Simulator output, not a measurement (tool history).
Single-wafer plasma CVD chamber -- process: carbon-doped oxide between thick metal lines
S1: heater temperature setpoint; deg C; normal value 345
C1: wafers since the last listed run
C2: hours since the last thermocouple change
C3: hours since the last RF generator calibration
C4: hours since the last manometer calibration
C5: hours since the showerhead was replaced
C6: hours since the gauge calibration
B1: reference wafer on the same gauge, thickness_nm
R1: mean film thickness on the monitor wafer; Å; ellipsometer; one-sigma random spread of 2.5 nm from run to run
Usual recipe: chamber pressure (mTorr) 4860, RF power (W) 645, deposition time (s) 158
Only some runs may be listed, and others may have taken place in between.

Run 1, hour 0.0: usual settings but RF power (W) 545; C1 0; C2 1706.3; C3 172.1; C4 478.5; C5 4890.2; C6 384.9; B1 1095.930. Result: R1 8228.38 Å.
Run 2, hour 75.6: usual settings but RF power (W) 545; C1 924; C2 1781.9; C3 247.7; C4 554.1; C5 4965.8; C6 460.5; B1 1095.701. Result: R1 8263.13 Å.
Run 3, hour 148.1: usual settings but S1 336 deg C; C1 886; C2 1854.4; C3 320.2; C4 626.6; C5 5038.3; C6 533.0; B1 1096.269. Result: R1 9765.16 Å.
Run 4, hour 242.6: usual settings but deposition time (s) 149; C1 1155; C2 1948.9; C3 414.7; C4 721.1; C5 5132.8; C6 627.5; B1 1096.750. Result: R1 9039.66 Å.
Run 5, hour 332.6: usual settings; C1 1100; C2 2038.9; C3 504.7; C4 811.1; C5 5222.8; C6 717.5; B1 1098.358. Result: R1 9544.54 Å.
Run 6, hour 406.9: usual settings but chamber pressure (mTorr) 4430; C1 908; C2 2113.2; C3 579.0; C4 885.4; C5 5297.1; C6 791.8; B1 1096.624. Result: R1 9365.52 Å.
Run 7, hour 465.4: usual settings but chamber pressure (mTorr) 4430; C1 715; C2 2171.7; C3 637.5; C4 943.9; C5 5355.6; C6 850.3; B1 1098.164. Result: R1 9391.15 Å.
Run 8, hour 554.5: usual settings but chamber pressure (mTorr) 4430; C1 1089; C2 2260.8; C3 726.6; C4 1033.0; C5 5444.7; C6 939.4; B1 1097.216. Result: R1 9381.54 Å.
Run 9, hour 620.8: usual settings but S1 352 deg C, deposition time (s) 144; C1 810; C2 2327.1; C3 792.9; C4 1099.3; C5 5511.0; C6 1005.7; B1 1096.864. Result: R1 8550.59 Å.
At hour 671.0: thermocouple changed; heater temperature recalibrated.
At hour 693.7: capacitance manometer re-zeroed and calibrated.
Run 10, hour 706.0: usual settings; C1 846; C2 35.0; C3 878.1; C4 12.3; C5 5596.2; C6 1090.9; B1 1098.404. Result: R1 9540.97 Å.
At hour 745.3: showerhead replaced.
Run 11, hour 747.9: usual settings; C1 414; C2 76.9; C3 920.0; C4 54.2; C5 2.6; C6 1132.8; B1 1097.807. Result: R1 9519.85 Å.
Run 12, hour 797.1: usual settings; C1 601; C2 126.1; C3 969.2; C4 103.4; C5 51.8; C6 1182.0; B1 1096.406. Result: R1 9479.17 Å.
Run 13, hour 898.8: usual settings but deposition time (s) 186; C1 1243; C2 227.8; C3 1070.9; C4 205.1; C5 153.5; C6 1283.7; B1 1096.965. Result: R1 11149.54 Å.
Run 14, hour 941.3: usual settings but deposition time (s) 184; C1 519; C2 270.3; C3 1113.4; C4 247.6; C5 196.0; C6 1326.2; B1 1097.064. Result: R1 11070.33 Å.
Run 15, hour 1043.6: usual settings but S1 337 deg C, RF power (W) 540; C1 1250; C2 372.6; C3 1215.7; C4 349.9; C5 298.3; C6 1428.5; B1 1096.547. Result: R1 8295.85 Å.
Run 16, hour 1144.1: usual settings but RF power (W) 725; C1 1228; C2 473.1; C3 1316.2; C4 450.4; C5 398.8; C6 1529.0; B1 1096.351. Result: R1 10431.40 Å.
Run 17, hour 1180.6: usual settings but RF power (W) 725, deposition time (s) 179; C1 446; C2 509.6; C3 1352.7; C4 486.9; C5 435.3; C6 1565.5; B1 1097.499. Result: R1 11773.22 Å.
At hour 1200.9: gauge calibrated.
Run 18, hour 1255.5: usual settings but S1 333 deg C, chamber pressure (mTorr) 4370; C1 915; C2 584.5; C3 1427.6; C4 561.8; C5 510.2; C6 54.6; B1 1095.359. Result: R1 9517.43 Å.
At hour 1355.6: RF generator calibrated.
Run 19, hour 1356.1: usual settings but S1 335 deg C, deposition time (s) 149; C1 1132; C2 685.1; C3 0.5; C4 662.4; C5 610.8; C6 155.2; B1 1096.643. Result: R1 9244.51 Å.
Run 20, hour 1406.3: usual settings but S1 356 deg C, RF power (W) 740, deposition time (s) 133; C1 613; C2 735.3; C3 50.7; C4 712.6; C5 661.0; C6 205.4; B1 1097.053. Result: R1 8740.69 Å.
Run 21, hour 1511.5: usual settings but deposition time (s) 171; C1 1286; C2 840.5; C3 155.9; C4 817.8; C5 766.2; C6 310.6; B1 1097.481. Result: R1 10365.97 Å.
Run 22, hour 1552.2: usual settings but S1 333 deg C, chamber pressure (mTorr) 4370; C1 497; C2 881.2; C3 196.6; C4 858.5; C5 806.9; C6 351.3; B1 1096.984. Result: R1 9693.69 Å.
Run 23, hour 1636.4: usual settings but S1 336 deg C, RF power (W) 720; C1 1029; C2 965.4; C3 280.8; C4 942.7; C5 891.1; C6 435.5; B1 1097.348. Result: R1 10724.81 Å.
At hour 1662.5: capacitance manometer re-zeroed and calibrated.
Run 24, hour 1753.2: usual settings but S1 339 deg C, RF power (W) 590, deposition time (s) 133; C1 1330; C2 1082.2; C3 397.6; C4 90.7; C5 1007.9; C6 552.3; B1 1096.733. Result: R1 7542.95 Å.
Run 25, hour 1818.3: usual settings; C1 795; C2 1147.3; C3 462.7; C4 155.8; C5 1073.0; C6 617.4; B1 1097.574. Result: R1 9577.30 Å.
Run 26, hour 1895.7: usual settings but chamber pressure (mTorr) 3750; C1 946; C2 1224.7; C3 540.1; C4 233.2; C5 1150.4; C6 694.8; B1 1096.432. Result: R1 9148.29 Å.
Run 27, hour 1993.1: usual settings; C1 1190; C2 1322.1; C3 637.5; C4 330.6; C5 1247.8; C6 792.2; B1 1097.154. Result: R1 9551.96 Å.

Each row is a separate what-if for the run after 27, all from the same tool condition, not one after another. Results?
Run A, hour 1993.5: usual settings; C1 4; C2 1322.5; C3 637.9; C4 331.0; C5 1248.2; C6 792.6; B1 ?. Result: R1 ?.
Run B, hour 1993.5: usual settings but S1 350 deg C, chamber pressure (mTorr) 4310, deposition time (s) 169; C1 4; C2 1322.5; C3 637.9; C4 331.0; C5 1248.2; C6 792.6; B1 ?. Result: R1 ?.
Run C, hour 1993.5: usual settings but S1 352 deg C, deposition time (s) 132; C1 4; C2 1322.5; C3 637.9; C4 331.0; C5 1248.2; C6 792.6; B1 ?. Result: R1 ?.
Run D, hour 1993.5: usual settings but S1 358 deg C, chamber pressure (mTorr) 5640, deposition time (s) 135; C1 4; C2 1322.5; C3 637.9; C4 331.0; C5 1248.2; C6 792.6; B1 ?. Result: R1 ?.
Run E, hour 1993.5: usual settings but S1 330 deg C, chamber pressure (mTorr) 5400; C1 4; C2 1322.5; C3 637.9; C4 331.0; C5 1248.2; C6 792.6; B1 ?. Result: R1 ?.

run        B1        R1
  A  1095.472   9533.11
  B  1095.472   9865.86
  C  1095.472   7841.31
  D  1095.472   8110.82
  E  1095.472  10087.23
Stripped of hidden state, with their random variation kept, the same runs would have yielded:
run        R1
  A   9567.22
  B   9901.17
  C   7869.38
  D   8139.84
  E  10123.33
